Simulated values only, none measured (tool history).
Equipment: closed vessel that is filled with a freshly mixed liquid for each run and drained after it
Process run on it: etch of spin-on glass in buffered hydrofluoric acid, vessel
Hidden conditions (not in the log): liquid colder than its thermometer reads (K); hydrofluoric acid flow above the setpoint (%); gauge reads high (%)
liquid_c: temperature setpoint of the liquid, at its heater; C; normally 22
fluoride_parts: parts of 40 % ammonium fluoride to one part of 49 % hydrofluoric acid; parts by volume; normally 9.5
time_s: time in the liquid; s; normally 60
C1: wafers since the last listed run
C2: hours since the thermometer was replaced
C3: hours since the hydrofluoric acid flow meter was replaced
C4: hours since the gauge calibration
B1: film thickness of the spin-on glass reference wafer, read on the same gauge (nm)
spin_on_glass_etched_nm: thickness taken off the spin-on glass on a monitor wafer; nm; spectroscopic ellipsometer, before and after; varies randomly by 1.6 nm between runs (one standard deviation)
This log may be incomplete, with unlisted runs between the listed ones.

Run 1, day 0: usual settings but fluoride_parts 8 parts by volume; C1 0; C2 424.6; C3 1477; C4 322.4; B1 89.99. Result: spin_on_glass_etched_nm 338.44 nm.
At day 0.333: gauge calibrated.
Run 2, day 0.654: usual settings; C1 2242; C2 440.3; C3 1492.7; C4 7.7; B1 90. Result: spin_on_glass_etched_nm 284.22 nm.
Run 3, day 1.883: usual settings; C1 4213; C2 469.8; C3 1522.2; C4 37.2; B1 89.98. Result: spin_on_glass_etched_nm 282.11 nm.
Run 4, day 2.408: usual settings; C1 1799; C2 482.4; C3 1534.8; C4 49.8; B1 90.01. Result: spin_on_glass_etched_nm 283.42 nm.
Run 5, day 3.596: usual settings; C1 4070; C2 510.9; C3 1563.3; C4 78.3; B1 90.02. Result: spin_on_glass_etched_nm 280.22 nm.
Run 6, day 4.358: usual settings; C1 2613; C2 529.2; C3 1581.6; C4 96.6; B1 89.95. Result: spin_on_glass_etched_nm 282.64 nm.
Run 7, day 5.2: usual settings but time_s 40 s; C1 2884; C2 549.4; C3 1601.8; C4 116.8; B1 90. Result: spin_on_glass_etched_nm 187.69 nm.
Run 8, day 6.133: usual settings but time_s 40 s; C1 3199; C2 571.8; C3 1624.2; C4 139.2; B1 89.99. Result: spin_on_glass_etched_nm 187.15 nm.
Run 9, day 7.188: usual settings but fluoride_parts 6.5 parts by volume, time_s 50 s; C1 3613; C2 597.1; C3 1649.5; C4 164.5; B1 90.01. Result: spin_on_glass_etched_nm 340.46 nm.
Run 10, day 8.383: usual settings but fluoride_parts 6.5 parts by volume, time_s 50 s; C1 4098; C2 625.8; C3 1678.2; C4 193.2; B1 90.02. Result: spin_on_glass_etched_nm 336.95 nm.
Run 11, day 9.058: usual settings but fluoride_parts 6.5 parts by volume, time_s 50 s; C1 2313; C2 642; C3 1694.4; C4 209.4; B1 90.01. Result: spin_on_glass_etched_nm 340.42 nm.
Run 12, day 9.933: usual settings but liquid_c 23.5 C; C1 2999; C2 663; C3 1715.4; C4 230.4; B1 90.03. Result: spin_on_glass_etched_nm 306.94 nm.
Run 13, day 11.283: usual settings but liquid_c 23.5 C; C1 4627; C2 695.4; C3 1747.8; C4 262.8; B1 90.01. Result: spin_on_glass_etched_nm 305.75 nm.
Run 14, day 12.629: usual settings but liquid_c 25.5 C; C1 4612; C2 727.7; C3 1780.1; C4 295.1; B1 90. Result: spin_on_glass_etched_nm 339.25 nm.
Run 15, day 14.042: usual settings but liquid_c 25.5 C; C1 4841; C2 761.6; C3 1814; C4 329; B1 89.99. Result: spin_on_glass_etched_nm 340.23 nm.
Run 16, day 14.6: usual settings but liquid_c 25.5 C, fluoride_parts 7.5 parts by volume; C1 1913; C2 775; C3 1827.4; C4 342.4; B1 90. Result: spin_on_glass_etched_nm 435.35 nm.
At day 14.729: thermometer replaced.
At day 15.812: gauge calibrated.
Run 17, day 16.017: usual settings; C1 4712; C2 30.9; C3 1861.4; C4 4.9; B1 90. Result: spin_on_glass_etched_nm 300.76 nm.
Run 18, day 16.617: usual settings but liquid_c 18.5 C, fluoride_parts 13 parts by volume, time_s 70 s; C1 2056; C2 45.3; C3 1875.8; C4 19.3; B1 89.98. Result: spin_on_glass_etched_nm 219.81 nm.
Run 19, day 17.183: usual settings but liquid_c 20 C, time_s 90 s; C1 1942; C2 58.9; C3 1889.4; C4 32.9; B1 90.02. Result: spin_on_glass_etched_nm 404.49 nm.
Run 20, day 18.304: usual settings but liquid_c 19 C, time_s 45 s; C1 3841; C2 85.8; C3 1916.3; C4 59.8; B1 89.98. Result: spin_on_glass_etched_nm 191.28 nm.
At day 18.4: hydrofluoric acid flow meter replaced.
Run 21, day 19.35: usual settings but liquid_c 19 C, fluoride_parts 8 parts by volume, time_s 35 s; C1 3441; C2 110.9; C3 22.8; C4 84.9; B1 89.98. Result: spin_on_glass_etched_nm 161.51 nm.
Run 22, day 20.846: usual settings but liquid_c 17.5 C, fluoride_parts 8 parts by volume, time_s 30 s; C1 5127; C2 146.8; C3 58.7; C4 120.8; B1 90.03. Result: spin_on_glass_etched_nm 126.46 nm.
Run 23, day 21.867: usual settings but fluoride_parts 7.5 parts by volume, time_s 30 s; C1 3498; C2 171.3; C3 83.2; C4 145.3; B1 90.01. Result: spin_on_glass_etched_nm 172.9 nm.
Run 24, day 22.654: usual settings; C1 2699; C2 190.2; C3 102.1; C4 164.2; B1 90.06. Result: spin_on_glass_etched_nm 273.43 nm.
Run 25, day 23.421: usual settings but liquid_c 19.5 C, fluoride_parts 6 parts by volume, time_s 70 s; C1 2627; C2 208.6; C3 120.5; C4 182.6; B1 89.99. Result: spin_on_glass_etched_nm 431.73 nm.
Run 26, day 23.988: usual settings but liquid_c 26.5 C, fluoride_parts 11 parts by volume, time_s 95 s; C1 1942; C2 222.2; C3 134.1; C4 196.2; B1 89.99. Result: spin_on_glass_etched_nm 491.91 nm.
Run 27, day 24.725: usual settings but time_s 40 s; C1 2527; C2 239.9; C3 151.8; C4 213.9; B1 90.03. Result: spin_on_glass_etched_nm 179.61 nm.
Run 28, day 25.767: usual settings but liquid_c 18 C, fluoride_parts 11.5 parts by volume, time_s 45 s; C1 3570; C2 264.9; C3 176.8; C4 238.9; B1 90. Result: spin_on_glass_etched_nm 139.44 nm.
Run 29, day 26.579: usual settings but liquid_c 20.5 C, fluoride_parts 7 parts by volume; C1 2784; C2 284.4; C3 196.3; C4 258.4; B1 90. Result: spin_on_glass_etched_nm 341.45 nm.
Run 30, day 27.083: usual settings; C1 1728; C2 296.5; C3 208.4; C4 270.5; B1 90.06. Result: spin_on_glass_etched_nm 270.49 nm.

Exercise: give the hidden state of the tool at every run:
gauge reads high (%): 0 on each run
H1: liquid colder than its thermometer reads (K)
H2: hydrofluoric acid flow above the setpoint (%)
run     H1    H2
  1  0.854  10.1
  2  0.884  10.2
  3  0.939  10.4
  4  0.962  10.5
  5   1.02  10.7
  6   1.05  10.8
  7   1.09  10.9
  8   1.13  11.1
  9   1.18  11.2
 10   1.23  11.4
 11   1.26  11.5
 12    1.3  11.6
 13   1.36  11.8
 14   1.42  12.1
 15   1.48  12.3
 16   1.51  12.3
 17  0.157  12.6
 18  0.184  12.7
 19   0.21  12.7
 20   0.26  12.9
 21  0.307  2.58
 22  0.374  2.81
 23  0.419  2.96
 24  0.455  3.08
 25  0.489   3.2
 26  0.514  3.28
 27  0.547  3.39
 28  0.594  3.55
 29  0.631  3.67
 30  0.653  3.75

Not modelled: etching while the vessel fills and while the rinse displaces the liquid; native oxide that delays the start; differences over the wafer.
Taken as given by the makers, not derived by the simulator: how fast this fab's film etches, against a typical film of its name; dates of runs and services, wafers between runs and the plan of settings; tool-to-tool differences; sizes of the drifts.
